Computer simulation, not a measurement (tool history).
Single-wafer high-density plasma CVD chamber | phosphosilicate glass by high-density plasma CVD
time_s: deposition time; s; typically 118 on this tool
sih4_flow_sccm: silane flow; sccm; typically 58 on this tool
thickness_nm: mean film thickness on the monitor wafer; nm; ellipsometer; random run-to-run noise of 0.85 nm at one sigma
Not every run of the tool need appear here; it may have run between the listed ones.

run,hour,time_s,sih4_flow_sccm,wafers since the last listed run,hours since the silane flow controller was replaced,hours since the gauge calibration,"read-back reference wafer on the same gauge, thickness_nm",thickness_nm
1,0,118,58,0,3482.3,76.5,660.73,566.939
2,17.8,118,58,214,3500.1,94.3,661.198,567.578
3,33.7,118,58,191,3516,110.2,660.892,567.743
4,47.7,126,58,168,3530,124.2,661.17,605.14
5,56.5,126,58,106,3538.8,133,660.845,607.13
# hour 56.8: gauge calibrated
6,72.3,126,58,190,3554.6,15.5,661.262,605.103
7,79.2,118,58,83,3561.5,22.4,660.752,568.475
# hour 92.7: silane flow controller replaced
8,93.2,100,66,72,0.5,36.4,661.054,541.747
9,101.5,136,69,100,8.8,44.7,661.054,768.996
10,115.6,97,48,170,22.9,58.8,660.998,392.834
11,123.1,102,68,90,30.4,66.3,661.005,567.384
12,130.3,133,61,86,37.6,73.5,661.288,668.596
13,138.4,118,58,97,45.7,81.6,660.953,568.019
14,154.4,118,58,193,61.7,97.6,661.121,566.737

Branching from run 14: 3 alternative next runs. What would each branch give?
A,154.8,118,58,4,62.1,98,?,?
B,154.8,140,67,4,62.1,98,?,?
C,154.8,118,69,4,62.1,98,?,?

run,"read-back reference wafer on the same gauge, thickness_nm",thickness_nm
A,660.901,567.312
B,660.901,768.54
C,660.901,665.649
With the hidden condition removed and each run's random variation left untouched, the same runs would have given:
run,thickness_nm
A,567.312
B,768.54
C,665.649
